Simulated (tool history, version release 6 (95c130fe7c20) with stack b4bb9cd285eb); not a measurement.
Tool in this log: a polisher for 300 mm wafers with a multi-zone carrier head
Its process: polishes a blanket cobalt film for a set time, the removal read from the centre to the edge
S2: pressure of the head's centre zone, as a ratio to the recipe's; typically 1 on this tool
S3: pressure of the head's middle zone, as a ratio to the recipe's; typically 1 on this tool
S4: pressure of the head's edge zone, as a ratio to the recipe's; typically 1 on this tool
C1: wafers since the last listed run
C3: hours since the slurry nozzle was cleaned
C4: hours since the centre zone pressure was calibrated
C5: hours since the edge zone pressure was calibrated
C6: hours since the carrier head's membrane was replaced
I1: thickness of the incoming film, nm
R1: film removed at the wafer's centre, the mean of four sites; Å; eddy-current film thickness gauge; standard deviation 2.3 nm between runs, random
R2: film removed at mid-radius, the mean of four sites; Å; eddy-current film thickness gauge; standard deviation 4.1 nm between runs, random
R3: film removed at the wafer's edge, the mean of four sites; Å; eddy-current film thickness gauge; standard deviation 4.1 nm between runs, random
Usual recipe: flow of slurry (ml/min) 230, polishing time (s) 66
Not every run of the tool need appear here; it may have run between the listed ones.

run 1 hour=0 | flow_of_slurry_(ml/min)=230 S2=1 S3=1 S4=1 polishing_time_(s)=66 | C1=0 wafers_polished_on_this_pad=740 C3=337.4 C4=725.9 C5=683 C6=1006.3 | I1=774.1 | R1=2752 R2=2831 R3=2822
run 2 hour=30.6 | flow_of_slurry_(ml/min)=230 S2=1 S3=1 S4=1 polishing_time_(s)=66 | C1=423 wafers_polished_on_this_pad=1163 C3=368 C4=756.5 C5=713.6 C6=1036.9 | I1=780.3 | R1=2727 R2=2733 R3=2752
-- hour=47.1 worn pad replaced by a new one
run 3 hour=49.1 | flow_of_slurry_(ml/min)=230 S2=1 S3=1 S4=1 polishing_time_(s)=66 | C1=200 wafers_polished_on_this_pad=28 C3=386.5 C4=775 C5=732.1 C6=1055.4 | I1=787.3 | R1=2750 R2=2750 R3=2762
run 4 hour=70.9 | flow_of_slurry_(ml/min)=230 S2=1 S3=1 S4=1 polishing_time_(s)=66 | C1=301 wafers_polished_on_this_pad=329 C3=408.3 C4=796.8 C5=753.9 C6=1077.2 | I1=781.1 | R1=2764 R2=2702 R3=2762
run 5 hour=90.3 | flow_of_slurry_(ml/min)=230 S2=1 S3=1 S4=1 polishing_time_(s)=66 | C1=268 wafers_polished_on_this_pad=598 C3=427.7 C4=816.2 C5=773.3 C6=1096.6 | I1=786.2 | R1=2748 R2=2732 R3=2823
run 6 hour=125.3 | flow_of_slurry_(ml/min)=230 S2=1 S3=1 S4=1 polishing_time_(s)=66 | C1=484 wafers_polished_on_this_pad=1082 C3=462.7 C4=851.2 C5=808.3 C6=1131.6 | I1=784.9 | R1=2731 R2=2750 R3=2790
-- hour=138.9 worn pad replaced by a new one
-- hour=139.6 slurry nozzle cleaned
run 7 hour=155.8 | flow_of_slurry_(ml/min)=230 S2=1 S3=1 S4=1 polishing_time_(s)=66 | C1=356 wafers_polished_on_this_pad=224 C3=16.2 C4=881.7 C5=838.8 C6=1162.1 | I1=766.7 | R1=2745 R2=2712 R3=2779
run 8 hour=175.5 | flow_of_slurry_(ml/min)=230 S2=1 S3=1 S4=1 polishing_time_(s)=66 | C1=272 wafers_polished_on_this_pad=496 C3=35.9 C4=901.4 C5=858.5 C6=1181.8 | I1=781.2 | R1=2766 R2=2706 R3=2826
run 9 hour=188.1 | flow_of_slurry_(ml/min)=230 S2=1 S3=1 S4=1 polishing_time_(s)=66 | C1=174 wafers_polished_on_this_pad=671 C3=48.5 C4=914 C5=871.1 C6=1194.4 | I1=778.9 | R1=2728 R2=2766 R3=2869
-- hour=216.8 carrier head's membrane replaced by a new one
-- hour=235.3 worn pad replaced by a new one
run 10 hour=243 | flow_of_slurry_(ml/min)=230 S2=1 S3=0.96 S4=1 polishing_time_(s)=75 | C1=635 wafers_polished_on_this_pad=106 C3=103.4 C4=968.9 C5=926 C6=26.2 | I1=779.5 | R1=3068 R2=3024 R3=3175
-- hour=245.7 centre zone pressure recalibrated
run 11 hour=263.8 | flow_of_slurry_(ml/min)=155 S2=1 S3=0.96 S4=0.91 polishing_time_(s)=78 | C1=260 wafers_polished_on_this_pad=366 C3=124.2 C4=18.1 C5=946.8 C6=47 | I1=787.4 | R1=3082 R2=3003 R3=3010
run 12 hour=294.3 | flow_of_slurry_(ml/min)=230 S2=1 S3=0.95 S4=1.12 polishing_time_(s)=89 | C1=422 wafers_polished_on_this_pad=788 C3=154.7 C4=48.6 C5=977.3 C6=77.5 | I1=771.3 | R1=3695 R2=3532 R3=3907
run 13 hour=317.2 | flow_of_slurry_(ml/min)=230 S2=0.91 S3=1 S4=1.05 polishing_time_(s)=66 | C1=316 wafers_polished_on_this_pad=1105 C3=177.6 C4=71.5 C5=1000.2 C6=100.4 | I1=787.8 | R1=2503 R2=2720 R3=2883
-- hour=331.3 worn pad replaced by a new one
run 14 hour=331.8 | flow_of_slurry_(ml/min)=230 S2=1 S3=1 S4=1 polishing_time_(s)=66 | C1=146 wafers_polished_on_this_pad=6 C3=192.2 C4=86.1 C5=1014.8 C6=115 | I1=768.2 | R1=2727 R2=2808 R3=2788
-- hour=337.8 edge zone pressure recalibrated
run 15 hour=361.4 | flow_of_slurry_(ml/min)=230 S2=1 S3=0.95 S4=1.12 polishing_time_(s)=89 | C1=381 wafers_polished_on_this_pad=388 C3=221.8 C4=115.7 C5=23.6 C6=144.6 | I1=778.5 | R1=3695 R2=3653 R3=3891
run 16 hour=394.8 | flow_of_slurry_(ml/min)=230 S2=1 S3=0.96 S4=0.88 polishing_time_(s)=76 | C1=462 wafers_polished_on_this_pad=850 C3=255.2 C4=149.1 C5=57 C6=178 | I1=776.9 | R1=3124 R2=3066 R3=2983
run 17 hour=424.1 | flow_of_slurry_(ml/min)=230 S2=1 S3=1 S4=1 polishing_time_(s)=66 | C1=405 wafers_polished_on_this_pad=1256 C3=284.5 C4=178.4 C5=86.3 C6=207.3 | I1=776.2 | R1=2731 R2=2769 R3=2800
-- hour=436.1 worn pad replaced by a new one
run 18 hour=460 | flow_of_slurry_(ml/min)=230 S2=0.91 S3=0.89 S4=1 polishing_time_(s)=83 | C1=441 wafers_polished_on_this_pad=330 C3=320.4 C4=214.3 C5=122.2 C6=243.2 | I1=779.4 | R1=3167 R2=3194 R3=3545

Branching from run 18: 4 alternative next runs. What would each branch give?
run A hour=460.4 | flow_of_slurry_(ml/min)=230 S2=1.11 S3=1 S4=1 polishing_time_(s)=66 | C1=5 wafers_polished_on_this_pad=336 C3=320.8 C4=214.7 C5=122.6 C6=243.6 | I1=788.3 | R1=? R2=? R3=?
run B hour=460.4 | flow_of_slurry_(ml/min)=255 S2=0.9 S3=0.91 S4=1 polishing_time_(s)=66 | C1=5 wafers_polished_on_this_pad=336 C3=320.8 C4=214.7 C5=122.6 C6=243.6 | I1=788.3 | R1=? R2=? R3=?
run C hour=460.4 | flow_of_slurry_(ml/min)=230 S2=1 S3=1 S4=0.9 polishing_time_(s)=43 | C1=5 wafers_polished_on_this_pad=336 C3=320.8 C4=214.7 C5=122.6 C6=243.6 | I1=788.3 | R1=? R2=? R3=?
run D hour=460.4 | flow_of_slurry_(ml/min)=230 S2=0.96 S3=1.1 S4=1.04 polishing_time_(s)=66 | C1=5 wafers_polished_on_this_pad=336 C3=320.8 C4=214.7 C5=122.6 C6=243.6 | I1=788.3 | R1=? R2=? R3=?

run=A R1=2991 R2=2716 R3=2894
run=B R1=2545 R2=2538 R3=2920
run=C R1=1787 R2=1771 R3=1794
run=D R1=2655 R2=2947 R3=2946
Stripped of hidden state, with their random variation kept, the same runs would have yielded:
run=A R1=2991 R2=2716 R3=2894
run=B R1=2545 R2=2538 R3=2920
run=C R1=1787 R2=1771 R3=1794
run=D R1=2655 R2=2947 R3=2946
